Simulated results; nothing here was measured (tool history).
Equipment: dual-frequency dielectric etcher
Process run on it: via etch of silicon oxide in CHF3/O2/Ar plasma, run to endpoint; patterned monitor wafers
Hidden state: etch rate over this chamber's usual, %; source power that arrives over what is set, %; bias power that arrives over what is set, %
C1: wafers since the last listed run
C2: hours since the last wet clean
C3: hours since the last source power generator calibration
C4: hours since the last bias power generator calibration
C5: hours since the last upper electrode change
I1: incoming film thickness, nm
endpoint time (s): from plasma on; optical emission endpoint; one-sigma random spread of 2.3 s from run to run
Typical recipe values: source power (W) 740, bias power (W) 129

{"run": 1, "day": 0.0, "source power (W)": 740, "bias power (W)": 129, "C1": 0, "C2": 96.8, "C3": 2779.9, "C4": 3219.8, "C5": 2796.9, "I1": 592.6, "endpoint time (s)": 327.3}
{"run": 2, "day": 1.142, "source power (W)": 740, "bias power (W)": 129, "C1": 147, "C2": 124.2, "C3": 2807.3, "C4": 3247.2, "C5": 2824.3, "I1": 598.5, "endpoint time (s)": 331.6}
{"run": 3, "day": 2.446, "source power (W)": 740, "bias power (W)": 129, "C1": 168, "C2": 155.5, "C3": 2838.6, "C4": 3278.5, "C5": 2855.6, "I1": 590.2, "endpoint time (s)": 325.6}
{"run": 4, "day": 4.758, "source power (W)": 740, "bias power (W)": 129, "C1": 298, "C2": 211, "C3": 2894.1, "C4": 3334, "C5": 2911.1, "I1": 592, "endpoint time (s)": 323.7}
{"run": 5, "day": 6.25, "source power (W)": 740, "bias power (W)": 129, "C1": 192, "C2": 246.8, "C3": 2929.9, "C4": 3369.8, "C5": 2946.9, "I1": 597, "endpoint time (s)": 330.3}
{"day": 7.117, "done": "bias power generator calibrated"}
{"run": 6, "day": 7.55, "source power (W)": 740, "bias power (W)": 129, "C1": 146, "C2": 278, "C3": 2961.1, "C4": 10.4, "C5": 2978.1, "I1": 598.4, "endpoint time (s)": 329.4}
{"run": 7, "day": 8.25, "source power (W)": 740, "bias power (W)": 129, "C1": 90, "C2": 294.8, "C3": 2977.9, "C4": 27.2, "C5": 2994.9, "I1": 589.2, "endpoint time (s)": 317.8}
{"day": 9.575, "done": "upper electrode replaced"}
{"run": 8, "day": 9.617, "source power (W)": 740, "bias power (W)": 117, "C1": 47, "C2": 327.6, "C3": 3010.7, "C4": 60, "C5": 1, "I1": 594, "endpoint time (s)": 334.6}
{"run": 9, "day": 10.342, "source power (W)": 740, "bias power (W)": 117, "C1": 93, "C2": 345, "C3": 3028.1, "C4": 77.4, "C5": 18.4, "I1": 590.4, "endpoint time (s)": 328.3}
{"run": 10, "day": 11.417, "source power (W)": 740, "bias power (W)": 129, "C1": 138, "C2": 370.8, "C3": 3053.9, "C4": 103.2, "C5": 44.2, "I1": 590.5, "endpoint time (s)": 316.7}
{"day": 15.658, "done": "wet clean of the chamber"}
{"run": 11, "day": 15.679, "source power (W)": 660, "bias power (W)": 112, "C1": 420, "C2": 0.5, "C3": 3156.2, "C4": 205.5, "C5": 146.5, "I1": 593.1, "endpoint time (s)": 387.8}
{"run": 12, "day": 15.875, "source power (W)": 800, "bias power (W)": 108, "C1": 25, "C2": 5.2, "C3": 3160.9, "C4": 210.2, "C5": 151.2, "I1": 598.6, "endpoint time (s)": 372}
{"run": 13, "day": 16.462, "source power (W)": 740, "bias power (W)": 129, "C1": 75, "C2": 19.3, "C3": 3175, "C4": 224.3, "C5": 165.3, "I1": 596.1, "endpoint time (s)": 351.3}

Run 14 has not been measured yet. What should we expect?
{"day": 17.142, "done": "source power generator calibrated"}
{"run": 14, "day": 17.933, "source power (W)": 740, "bias power (W)": 129, "C1": 168, "C2": 54.6, "C3": 19, "C4": 259.6, "C5": 200.6, "I1": 591.3, "endpoint time (s)": "?"}

Run 14 came out at endpoint time (s) 353.1.
Had the tool carried no hidden state, the very same run would have given endpoint time (s) 330.1.
